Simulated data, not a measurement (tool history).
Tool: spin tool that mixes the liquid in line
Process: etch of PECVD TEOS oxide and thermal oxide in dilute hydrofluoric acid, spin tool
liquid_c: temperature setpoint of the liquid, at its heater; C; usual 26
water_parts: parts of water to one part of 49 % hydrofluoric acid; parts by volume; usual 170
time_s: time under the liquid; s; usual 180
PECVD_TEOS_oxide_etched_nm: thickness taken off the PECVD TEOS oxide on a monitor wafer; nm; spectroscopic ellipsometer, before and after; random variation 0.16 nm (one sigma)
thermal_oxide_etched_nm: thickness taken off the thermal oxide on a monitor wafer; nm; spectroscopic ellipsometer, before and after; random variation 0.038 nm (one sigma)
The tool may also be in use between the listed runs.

run   hour  liquid_c  water_parts  time_s  read-back film thickness of the PECVD TEOS oxide reference wafer, read on the same gauge (nm)  read-back film thickness of the thermal oxide reference wafer, read on the same gauge (nm)  PECVD_TEOS_oxide_etched_nm  thermal_oxide_etched_nm
  1      0        26          170     180                                                                                         110.01                                                                                      110.01                       18.26                     4.93
  2   31.2        26          170     180                                                                                         109.98                                                                                      109.97                       18.26                     4.96
  3   65.2        26          170     180                                                                                            110                                                                                      109.99                       18.26                     4.91
      80.6  -- thermometer replaced
  4   86.6        26          170     180                                                                                            110                                                                                      109.98                       16.63                      4.5
  5  106.7      29.5          140     180                                                                                         109.98                                                                                         110                       23.72                     6.47
  6  123.7        26          170     180                                                                                         110.04                                                                                      109.99                       16.51                      4.5
  7  149.2        28          170     180                                                                                            110                                                                                      110.01                       17.81                     4.83
  8  176.2      27.5          145     145                                                                                            110                                                                                         110                       16.93                      4.6
  9  206.9        26          170     180                                                                                         109.98                                                                                      109.99                       16.38                     4.51
 10  219.9        26          170     180                                                                                         109.99                                                                                      109.99                       16.48                      4.5
 11  234.4      28.5          170     180                                                                                         109.98                                                                                         110                       17.71                     4.87
 12  259.9        26          170     265                                                                                            110                                                                                      110.01                       24.36                     6.57
     281.8  -- gauge calibrated
 13  293.6        26          170     180                                                                                            110                                                                                      110.02                       16.51                     4.44
 14  314.4      21.5          245     270                                                                                            110                                                                                         110                       13.29                     3.63
 15  337.1        26          215     210                                                                                         109.97                                                                                      109.99                       14.54                     3.86
 16  363.7        26          170     180                                                                                            110                                                                                      109.97                       16.33                      4.4
 17  394.9        22          170     150                                                                                            110                                                                                         110                       11.69                     3.25
 18  417.2      21.5          225      75                                                                                         110.02                                                                                      109.99                         4.1                      1.1
 19  447.2        26          245     130                                                                                         110.01                                                                                      110.01                        7.55                     2.07
 20  471.9        26          170     180                                                                                         109.99                                                                                      110.01                       16.23                     4.52
 21  504.1        21          195      80                                                                                         110.03                                                                                         110                         5.1                     1.39
 22  533.4        26          170      70                                                                                         109.98                                                                                      110.04                        6.33                     1.73
 23  550.6        26          120     230                                                                                            110                                                                                      109.98                       31.39                     8.44
 24  578.7        31          170     130                                                                                            110                                                                                      110.02                       14.15                     3.81
 25  593.8        26          215     180                                                                                         109.98                                                                                      109.99                       12.24                      3.3
 26  625.3        26          170     180                                                                                         109.98                                                                                      109.98                       16.32                     4.42
 27  638.1        26          200     180                                                                                         110.01                                                                                      109.99                       13.47                     3.66

3 ways to go on from here, each from the tool as it stands after run 27. What would each give?
  A  638.6        26          170     180                                                                                              ?                                                                                           ?                           ?                        ?
  B  638.6      21.5          170     180                                                                                              ?                                                                                           ?                           ?                        ?
  C  638.6      22.5          200     135                                                                                              ?                                                                                           ?                           ?                        ?

run  read-back film thickness of the PECVD TEOS oxide reference wafer, read on the same gauge (nm)  read-back film thickness of the thermal oxide reference wafer, read on the same gauge (nm)  PECVD_TEOS_oxide_etched_nm  thermal_oxide_etched_nm
  A                                                                                         109.99                                                                                      109.98                       16.56                      4.4
  B                                                                                         109.99                                                                                      109.98                          14                     3.72
  C                                                                                         109.99                                                                                      109.98                        8.97                     2.38
Without the tool's hidden state the same runs would have given:
run  PECVD_TEOS_oxide_etched_nm  thermal_oxide_etched_nm
  A                       16.99                     4.51
  B                       14.33                      3.8
  C                         9.2                     2.44
